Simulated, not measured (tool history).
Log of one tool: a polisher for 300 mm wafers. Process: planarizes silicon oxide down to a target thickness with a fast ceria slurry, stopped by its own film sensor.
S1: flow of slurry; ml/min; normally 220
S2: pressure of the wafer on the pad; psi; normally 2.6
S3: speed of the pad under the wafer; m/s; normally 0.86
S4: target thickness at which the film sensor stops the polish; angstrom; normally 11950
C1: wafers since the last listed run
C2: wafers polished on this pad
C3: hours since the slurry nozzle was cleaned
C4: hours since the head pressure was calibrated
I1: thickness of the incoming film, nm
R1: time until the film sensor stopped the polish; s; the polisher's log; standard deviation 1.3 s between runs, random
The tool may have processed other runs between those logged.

{"run": 1, "hour": 0.0, "S1": 220, "S2": 2.6, "S3": 0.86, "S4": 11950, "C1": 0, "C2": 56, "C3": 709.7, "C4": 897.6, "I1": 1866.3, "R1": 65.9}
{"run": 2, "hour": 12.0, "S1": 220, "S2": 2.6, "S3": 0.86, "S4": 11950, "C1": 129, "C2": 185, "C3": 721.7, "C4": 909.6, "I1": 1907.2, "R1": 74.3}
{"run": 3, "hour": 29.4, "S1": 220, "S2": 2.6, "S3": 0.86, "S4": 11950, "C1": 187, "C2": 373, "C3": 739.1, "C4": 927.0, "I1": 1846.8, "R1": 65.9}
{"run": 4, "hour": 46.3, "S1": 220, "S2": 2.6, "S3": 1.08, "S4": 11950, "C1": 182, "C2": 556, "C3": 756.0, "C4": 943.9, "I1": 1861.0, "R1": 57.7}
{"run": 5, "hour": 61.8, "S1": 220, "S2": 2.6, "S3": 1.08, "S4": 11950, "C1": 167, "C2": 723, "C3": 771.5, "C4": 959.4, "I1": 1842.2, "R1": 57.9}
{"run": 6, "hour": 75.2, "S1": 220, "S2": 2.6, "S3": 1.08, "S4": 11950, "C1": 144, "C2": 867, "C3": 784.9, "C4": 972.8, "I1": 1874.4, "R1": 65.1}
{"hour": 81.2, "done": "worn pad replaced by a new one"}
{"hour": 92.3, "done": "head pressure recalibrated"}
{"run": 7, "hour": 92.6, "S1": 220, "S2": 2.6, "S3": 0.72, "S4": 11950, "C1": 122, "C2": 101, "C3": 802.3, "C4": 0.3, "I1": 1879.9, "R1": 79.6}
{"run": 8, "hour": 109.2, "S1": 220, "S2": 2.6, "S3": 0.86, "S4": 11950, "C1": 179, "C2": 280, "C3": 818.9, "C4": 16.9, "I1": 1871.6, "R1": 68.3}
{"run": 9, "hour": 120.7, "S1": 220, "S2": 2.6, "S3": 0.86, "S4": 9630, "C1": 124, "C2": 404, "C3": 830.4, "C4": 28.4, "I1": 1866.9, "R1": 94.1}
{"run": 10, "hour": 134.6, "S1": 220, "S2": 1.7, "S3": 0.86, "S4": 11950, "C1": 149, "C2": 554, "C3": 844.3, "C4": 42.3, "I1": 1848.4, "R1": 104.9}
{"run": 11, "hour": 144.0, "S1": 220, "S2": 2.6, "S3": 0.86, "S4": 11950, "C1": 101, "C2": 656, "C3": 853.7, "C4": 51.7, "I1": 1909.1, "R1": 78.7}
{"run": 12, "hour": 152.1, "S1": 220, "S2": 2.6, "S3": 0.86, "S4": 11950, "C1": 87, "C2": 743, "C3": 861.8, "C4": 59.8, "I1": 1867.4, "R1": 77.1}
{"hour": 162.2, "done": "worn pad replaced by a new one"}
{"run": 13, "hour": 162.7, "S1": 245, "S2": 2.6, "S3": 1.1, "S4": 11950, "C1": 71, "C2": 5, "C3": 872.4, "C4": 70.4, "I1": 1858.5, "R1": 53.6}
{"hour": 164.2, "done": "slurry nozzle cleaned"}
{"run": 14, "hour": 173.0, "S1": 155, "S2": 3.1, "S3": 0.72, "S4": 10500, "C1": 100, "C2": 106, "C3": 8.8, "C4": 80.7, "I1": 1868.8, "R1": 89.3}
{"run": 15, "hour": 186.9, "S1": 220, "S2": 2.6, "S3": 0.76, "S4": 11950, "C1": 149, "C2": 256, "C3": 22.7, "C4": 94.6, "I1": 1866.1, "R1": 75.5}
{"run": 16, "hour": 202.8, "S1": 220, "S2": 2.6, "S3": 0.86, "S4": 11950, "C1": 171, "C2": 427, "C3": 38.6, "C4": 110.5, "I1": 1891.9, "R1": 69.9}
{"run": 17, "hour": 216.6, "S1": 220, "S2": 3.3, "S3": 0.86, "S4": 11950, "C1": 148, "C2": 576, "C3": 52.4, "C4": 124.3, "I1": 1841.5, "R1": 57.2}

Consider 5 possible next runs. They are alternatives, not a sequence: every one starts from the tool as it was left by run 17. What does each give?
{"run": "A", "hour": 217.0, "S1": 220, "S2": 2.6, "S3": 0.86, "S4": 11060, "C1": 4, "C2": 580, "C3": 52.8, "C4": 124.7, "I1": 1879.1, "R1": "?"}
{"run": "B", "hour": 217.0, "S1": 220, "S2": 1.9, "S3": 0.86, "S4": 9960, "C1": 4, "C2": 580, "C3": 52.8, "C4": 124.7, "I1": 1879.1, "R1": "?"}
{"run": "C", "hour": 217.0, "S1": 245, "S2": 3.2, "S3": 0.68, "S4": 11950, "C1": 4, "C2": 580, "C3": 52.8, "C4": 124.7, "I1": 1879.1, "R1": "?"}
{"run": "D", "hour": 217.0, "S1": 265, "S2": 2.6, "S3": 0.86, "S4": 13780, "C1": 4, "C2": 580, "C3": 52.8, "C4": 124.7, "I1": 1879.1, "R1": "?"}
{"run": "E", "hour": 217.0, "S1": 165, "S2": 2.6, "S3": 0.86, "S4": 11070, "C1": 4, "C2": 580, "C3": 52.8, "C4": 124.7, "I1": 1879.1, "R1": "?"}

run=A R1=78.9
run=B R1=118.3
run=C R1=69.7
run=D R1=50.2
run=E R1=81.8
With no hidden state in the tool, these same runs would have given:
run=A R1=73.8
run=B R1=110.6
run=C R1=65.2
run=D R1=46.9
run=E R1=76.5
